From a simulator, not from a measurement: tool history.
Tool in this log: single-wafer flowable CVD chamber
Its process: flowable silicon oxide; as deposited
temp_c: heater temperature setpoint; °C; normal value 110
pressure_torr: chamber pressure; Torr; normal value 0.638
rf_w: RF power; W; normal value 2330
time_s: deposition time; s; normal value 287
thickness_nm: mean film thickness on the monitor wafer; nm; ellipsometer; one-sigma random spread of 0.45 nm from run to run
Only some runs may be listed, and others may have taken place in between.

run    hour  temp_c  pressure_torr  rf_w  time_s  wafers since the last listed run  hours since the last thermocouple change  hours since the last RF generator calibration  hours since the last manometer calibration  hours since the showerhead was replaced  hours since the gauge calibration  read-back reference wafer on the same gauge, thickness_nm  thickness_nm
  1     0.0     110          0.693  2330     287                                 0                                    2117.8                                          700.4                                      1152.7                                   3444.0                              924.6                                                    124.962       108.771
  2    52.2     110          0.693  2330     287                               466                                    2170.0                                          752.6                                      1204.9                                   3496.2                              976.8                                                    124.900       109.442
  3   293.8     110          0.638  2330     287                              2158                                    2411.6                                          994.2                                      1446.5                                   3737.8                             1218.4                                                    124.996        98.882
  4   391.4     110          0.638  2330     287                               871                                    2509.2                                         1091.8                                      1544.1                                   3835.4                             1316.0                                                    124.999        99.342
  5   460.0     110          0.638  2330     287                               612                                    2577.8                                         1160.4                                      1612.7                                   3904.0                             1384.6                                                    125.037        98.897
      540.8  -- showerhead replaced
  6   541.3     110          0.738  2645     287                               654                                    2659.1                                         1241.7                                      1694.0                                      0.5                             1465.9                                                    125.131       118.644
      674.8  -- capacitance manometer re-zeroed and calibrated
  7   711.0     110          0.738  2645     287                              1444                                    2828.8                                         1411.4                                        36.2                                    170.2                             1635.6                                                    124.954       123.556
  8   805.0     110          0.638  2330     287                               839                                    2922.8                                         1505.4                                       130.2                                    264.2                             1729.6                                                    124.990       102.671
      868.5  -- gauge calibrated
  9   873.7     110          0.638  2330     287                               613                                    2991.5                                         1574.1                                       198.9                                    332.9                                5.2                                                    124.951       101.728
      942.0  -- RF generator calibrated
 10   942.5     110          0.638  2330     287                               543                                    3060.3                                            0.5                                       267.7                                    401.7                               74.0                                                    124.992       104.363
 11  1001.0     110          0.638  2330     287                               522                                    3118.8                                           59.0                                       326.2                                    460.2                              132.5                                                    125.014       103.349
     1056.8  -- thermocouple changed; heater temperature recalibrated
 12  1074.5     110          0.638  2330     287                               585                                      17.7                                          132.5                                       399.7                                    533.7                              206.0                                                    125.011       103.102
 13  1121.2     110          0.638  2330     268                               417                                      64.4                                          179.2                                       446.4                                    580.4                              252.7                                                    125.025        96.756
 14  1197.1     110          0.638  2330     287                               678                                     140.3                                          255.1                                       522.3                                    656.3                              328.6                                                    124.944       102.264
 15  1242.5     103          0.699  2680     287                               405                                     185.7                                          300.5                                       567.7                                    701.7                              374.0                                                    125.065       142.911
 16  1290.7     110          0.638  2330     287                               430                                     233.9                                          348.7                                       615.9                                    749.9                              422.2                                                    125.025       102.664
 17  1343.8     110          0.638  2330     287                               474                                     287.0                                          401.8                                       669.0                                    803.0                              475.3                                                    125.106       101.219
 18  1416.9     110          0.638  2205     287                               653                                     360.1                                          474.9                                       742.1                                    876.1                              548.4                                                    124.840        99.571
 19  1515.4     106          0.537  2330     242                               879                                     458.6                                          573.4                                       840.6                                    974.6                              646.9                                                    125.011        80.278
 20  1578.8     114          0.638  2330     261                               566                                     522.0                                          636.8                                       904.0                                   1038.0                              710.3                                                    124.995        81.505
 21  1674.2     110          0.638  1980     269                               852                                     617.4                                          732.2                                       999.4                                   1133.4                              805.7                                                    124.983        87.854
 22  1770.5     110          0.576  2695     287                               860                                     713.7                                          828.5                                      1095.7                                   1229.7                              902.0                                                    125.005        94.223
 23  1831.6     110          0.638  2575     287                               545                                     774.8                                          889.6                                      1156.8                                   1290.8                              963.1                                                    124.948       102.623
 24  1885.7     115          0.580  2330     287                               483                                     828.9                                          943.7                                      1210.9                                   1344.9                             1017.2                                                    124.898        78.924
 25  1931.0     105          0.491  2570     308                               404                                     874.2                                          989.0                                      1256.2                                   1390.2                             1062.5                                                    124.926        97.666
 26  2031.4     110          0.638  2560     287                               896                                     974.6                                         1089.4                                      1356.6                                   1490.6                             1162.9                                                    125.194       101.679
 27  2126.2      96          0.533  2045     245                               846                                    1069.4                                         1184.2                                      1451.4                                   1585.4                             1257.7                                                    124.885       102.539
 28  2226.6     117          0.638  2460     287                               896                                    1169.8                                         1284.6                                      1551.8                                   1685.8                             1358.1                                                    125.014        82.167

Branching from run 28: 4 alternative next runs. What would each branch give?
  A  2227.1     110          0.638  2330     287                                 4                                    1170.3                                         1285.1                                      1552.3                                   1686.3                             1358.6                                                          ?             ?
  B  2227.1      96          0.638  2570     327                                 4                                    1170.3                                         1285.1                                      1552.3                                   1686.3                             1358.6                                                          ?             ?
  C  2227.1     101          0.638  2330     287                                 4                                    1170.3                                         1285.1                                      1552.3                                   1686.3                             1358.6                                                          ?             ?
  D  2227.1      97          0.638  2000     258                                 4                                    1170.3                                         1285.1                                      1552.3                                   1686.3                             1358.6                                                          ?             ?

run  read-back reference wafer on the same gauge, thickness_nm  thickness_nm
  A                                                    125.028        99.488
  B                                                    125.028       177.884
  C                                                    125.028       130.709
  D                                                    125.028       123.929
Had the tool no hidden state, the same runs would have come out as:
run  thickness_nm
  A       106.219
  B       188.893
  C       139.552
  D       134.052

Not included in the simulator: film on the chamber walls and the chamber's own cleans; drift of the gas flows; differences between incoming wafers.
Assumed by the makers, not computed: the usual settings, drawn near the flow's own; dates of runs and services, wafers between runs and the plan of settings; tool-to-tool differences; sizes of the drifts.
